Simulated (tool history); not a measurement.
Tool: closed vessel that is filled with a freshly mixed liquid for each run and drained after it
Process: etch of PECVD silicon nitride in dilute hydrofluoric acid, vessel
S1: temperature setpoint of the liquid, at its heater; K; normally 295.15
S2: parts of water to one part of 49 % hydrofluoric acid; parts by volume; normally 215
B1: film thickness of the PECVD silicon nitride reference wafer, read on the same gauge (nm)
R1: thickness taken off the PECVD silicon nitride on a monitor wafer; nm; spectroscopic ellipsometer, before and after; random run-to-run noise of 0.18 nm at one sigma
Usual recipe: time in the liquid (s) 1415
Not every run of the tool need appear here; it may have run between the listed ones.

{"run": 1, "day": 0.0, "S1": 295.15, "S2": 215, "time in the liquid (s)": 1415, "B1": 69.99, "R1": 35.62}
{"run": 2, "day": 2.696, "S1": 295.15, "S2": 135, "time in the liquid (s)": 1415, "B1": 70.0, "R1": 56.64}
{"run": 3, "day": 4.871, "S1": 295.15, "S2": 135, "time in the liquid (s)": 1415, "B1": 70.0, "R1": 56.51}
{"run": 4, "day": 6.467, "S1": 298.65, "S2": 215, "time in the liquid (s)": 1415, "B1": 70.01, "R1": 44.94}
{"run": 5, "day": 10.325, "S1": 295.15, "S2": 215, "time in the liquid (s)": 1415, "B1": 70.0, "R1": 36.04}
{"run": 6, "day": 14.717, "S1": 295.15, "S2": 215, "time in the liquid (s)": 1415, "B1": 70.01, "R1": 36.13}
{"run": 7, "day": 22.546, "S1": 295.15, "S2": 215, "time in the liquid (s)": 1415, "B1": 70.0, "R1": 36.09}
{"day": 24.962, "done": "hydrofluoric acid flow meter replaced"}
{"run": 8, "day": 25.158, "S1": 296.15, "S2": 295, "time in the liquid (s)": 1415, "B1": 69.98, "R1": 26.52}
{"day": 25.283, "done": "thermometer replaced"}
{"run": 9, "day": 29.196, "S1": 295.15, "S2": 215, "time in the liquid (s)": 1415, "B1": 70.01, "R1": 34.12}
{"run": 10, "day": 40.879, "S1": 295.15, "S2": 215, "time in the liquid (s)": 1415, "B1": 70.0, "R1": 34.26}
{"run": 11, "day": 43.433, "S1": 295.15, "S2": 215, "time in the liquid (s)": 1415, "B1": 70.03, "R1": 34.47}
{"run": 12, "day": 47.558, "S1": 295.15, "S2": 215, "time in the liquid (s)": 1415, "B1": 70.03, "R1": 34.58}
{"run": 13, "day": 49.325, "S1": 295.15, "S2": 215, "time in the liquid (s)": 730, "B1": 69.99, "R1": 17.8}
{"run": 14, "day": 51.017, "S1": 298.65, "S2": 215, "time in the liquid (s)": 945, "B1": 70.02, "R1": 28.55}
{"day": 53.017, "done": "gauge calibrated"}
{"run": 15, "day": 54.138, "S1": 293.15, "S2": 300, "time in the liquid (s)": 1415, "B1": 70.03, "R1": 22.1}
{"run": 16, "day": 58.442, "S1": 295.15, "S2": 145, "time in the liquid (s)": 1415, "B1": 70.01, "R1": 51.03}
{"run": 17, "day": 61.408, "S1": 295.15, "S2": 215, "time in the liquid (s)": 1415, "B1": 70.01, "R1": 34.87}
{"run": 18, "day": 65.167, "S1": 295.15, "S2": 270, "time in the liquid (s)": 1770, "B1": 70.0, "R1": 34.86}
{"run": 19, "day": 66.8, "S1": 295.15, "S2": 245, "time in the liquid (s)": 1415, "B1": 70.0, "R1": 30.47}
{"run": 20, "day": 70.271, "S1": 295.15, "S2": 215, "time in the liquid (s)": 1415, "B1": 70.02, "R1": 35.14}
{"run": 21, "day": 72.792, "S1": 292.15, "S2": 215, "time in the liquid (s)": 2240, "B1": 70.02, "R1": 45.32}
{"run": 22, "day": 76.2, "S1": 298.65, "S2": 290, "time in the liquid (s)": 1415, "B1": 70.02, "R1": 32.53}
{"run": 23, "day": 80.562, "S1": 291.15, "S2": 215, "time in the liquid (s)": 685, "B1": 69.99, "R1": 12.97}
{"run": 24, "day": 82.667, "S1": 292.65, "S2": 270, "time in the liquid (s)": 2220, "B1": 69.99, "R1": 37.67}

3 ways to go on from here, each from the tool as it stands after run 24. What would each give?
{"run": "A", "day": 82.708, "S1": 295.15, "S2": 175, "time in the liquid (s)": 1415, "B1": "?", "R1": "?"}
{"run": "B", "day": 82.708, "S1": 297.15, "S2": 215, "time in the liquid (s)": 875, "B1": "?", "R1": "?"}
{"run": "C", "day": 82.708, "S1": 292.65, "S2": 260, "time in the liquid (s)": 940, "B1": "?", "R1": "?"}

run=A B1=70.00 R1=42.97
run=B B1=70.00 R1=24.66
run=C B1=70.00 R1=16.50
Stripped of hidden state, with their random variation kept, the same runs would have yielded:
run=A R1=41.68
run=B R1=23.91
run=C R1=16.01
